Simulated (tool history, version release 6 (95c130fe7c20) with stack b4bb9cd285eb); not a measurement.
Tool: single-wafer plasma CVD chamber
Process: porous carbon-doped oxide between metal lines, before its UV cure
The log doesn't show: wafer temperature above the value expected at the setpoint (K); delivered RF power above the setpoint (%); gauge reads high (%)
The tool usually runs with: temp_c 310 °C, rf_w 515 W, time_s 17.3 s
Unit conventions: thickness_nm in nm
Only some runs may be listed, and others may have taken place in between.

run,hour,temp_c,rf_w,time_s,wafers since the last listed run,hours since the last thermocouple change,hours since the last RF generator calibration,hours since the showerhead was replaced,hours since the gauge calibration,"read-back reference wafer on the same gauge, thickness_nm",thickness_nm
1,0,298,515,17.3,0,94.8,901.8,2954.6,989.8,99.547,93.949
# hour 9.8: RF generator calibrated
2,102.6,310,515,17.3,1468,197.4,92.8,3057.2,1092.4,99.682,86.851
3,149.1,310,515,17.3,721,243.9,139.3,3103.7,1138.9,99.671,87.378
4,196.9,310,515,17.3,741,291.7,187.1,3151.5,1186.7,99.532,87.53
5,274.7,310,515,17.3,1207,369.5,264.9,3229.3,1264.5,99.561,86.487
6,341.5,310,515,17.3,1036,436.3,331.7,3296.1,1331.3,99.547,87.067
7,414.2,316,515,17.3,1128,509,404.4,3368.8,1404,99.626,84.079
8,518.6,310,515,17.3,1620,613.4,508.8,3473.2,1508.4,99.672,86.905
9,579.9,310,515,17.3,951,674.7,570.1,3534.5,1569.7,99.519,86.668
10,638.6,310,515,17.3,911,733.4,628.8,3593.2,1628.4,99.597,86.762
# hour 732.3: RF generator calibrated
11,942.7,310,515,17.3,4595,1037.5,210.4,3897.3,1932.5,99.733,86.461
12,985.7,310,515,17.3,667,1080.5,253.4,3940.3,1975.5,99.549,85.961
# hour 1083.1: showerhead replaced
13,1155.7,310,515,17.3,2514,1250.5,423.4,72.6,2145.5,99.591,85.905
14,1214,310,515,17.3,904,1308.8,481.7,130.9,2203.8,99.511,85.834
15,1321.5,310,515,17.3,1668,1416.3,589.2,238.4,2311.3,99.755,85
16,1368.9,310,515,14.7,735,1463.7,636.6,285.8,2358.7,99.634,73.044
17,1439.7,310,515,14.7,1098,1534.5,707.4,356.6,2429.5,99.684,72.705
# hour 1465.9: RF generator calibrated
18,1517.7,304,585,17.3,1086,1612.5,51.8,434.6,2507.5,99.655,94.535
# hour 1548.5: thermocouple changed; heater temperature recalibrated
19,1640.2,301,490,20.3,1777,91.7,174.3,557.1,2630,99.8,99.995
20,1741,316,590,17.3,1564,192.5,275.1,657.9,2730.8,99.598,88.07
21,1844.8,296,515,17.3,1610,296.3,378.9,761.7,2834.6,99.625,91.178
22,1928.8,299,420,15.5,1303,380.3,462.9,845.7,2918.6,99.613,70.043
# hour 1983: gauge calibrated
23,2158.1,310,480,17.3,3558,609.6,692.2,1075,175.1,99.482,79.953
# hour 2210.2: thermocouple changed; heater temperature recalibrated, repeated, since the last time left the tool worse
24,2232.7,297,465,17.3,1033,22.5,766.8,1149.6,249.7,99.495,88.775
# hour 2303.5: RF generator calibrated
25,2311.8,310,515,17.3,1103,101.6,8.3,1228.7,328.8,99.568,86.815
26,2418.1,310,515,16.3,1649,207.9,114.6,1335,435.1,99.59,82.182
27,2500.1,310,515,17.3,1272,289.9,196.6,1417,517.1,99.549,86.918
28,2537.5,319,585,17.3,580,327.3,234,1454.4,554.5,99.603,89.274
29,2629.6,324,515,18.4,1429,419.4,326.1,1546.5,646.6,99.642,85.418
30,2678.5,316,480,15.5,758,468.3,375,1595.4,695.5,99.534,72.666
31,2759.3,303,515,19.7,1254,549.1,455.8,1676.2,776.3,99.69,103.472
32,2828,310,515,17.3,1066,617.8,524.5,1744.9,845,99.687,87.195
33,2876,299,515,15.9,744,665.8,572.5,1792.9,893,99.435,86.46
34,2916.2,310,515,17.3,623,706,612.7,1833.1,933.2,99.558,87.018

How would selected steps in thickness_nm from run to run divide? Give the signed amount a tool lacking its hidden state would still show from settings, what came in and random variation, and the signed amount left for the hidden state, including any gauge scatter that is not in both of the compared results.
Run 17 -> 18: temp_c 310 -> 304, rf_w 515 -> 585, time_s 14.7 -> 17.3, RF generator calibrated. thickness_nm +21.83 nm: hidden state -0.893, all else +22.723.
Run 18 -> 19: temp_c 304 -> 301, rf_w 585 -> 490, time_s 17.3 -> 20.3, thermocouple changed; heater temperature recalibrated. thickness_nm +5.46 nm: hidden state -1.838, all else +7.298.
Run 21 -> 22: temp_c 296 -> 299, rf_w 515 -> 420, time_s 17.3 -> 15.5. thickness_nm -21.135 nm: hidden state +1.042, all else -22.177.
Run 23 -> 24: temp_c 310 -> 297, rf_w 480 -> 465, thermocouple changed; heater temperature recalibrated, repeated, since the last time left the tool worse. thickness_nm +8.822 nm: hidden state +3.758, all else +5.064.
Run 30 -> 31: temp_c 316 -> 303, rf_w 480 -> 515, time_s 15.5 -> 19.7. thickness_nm +30.806 nm: hidden state -0.13, all else +30.936.
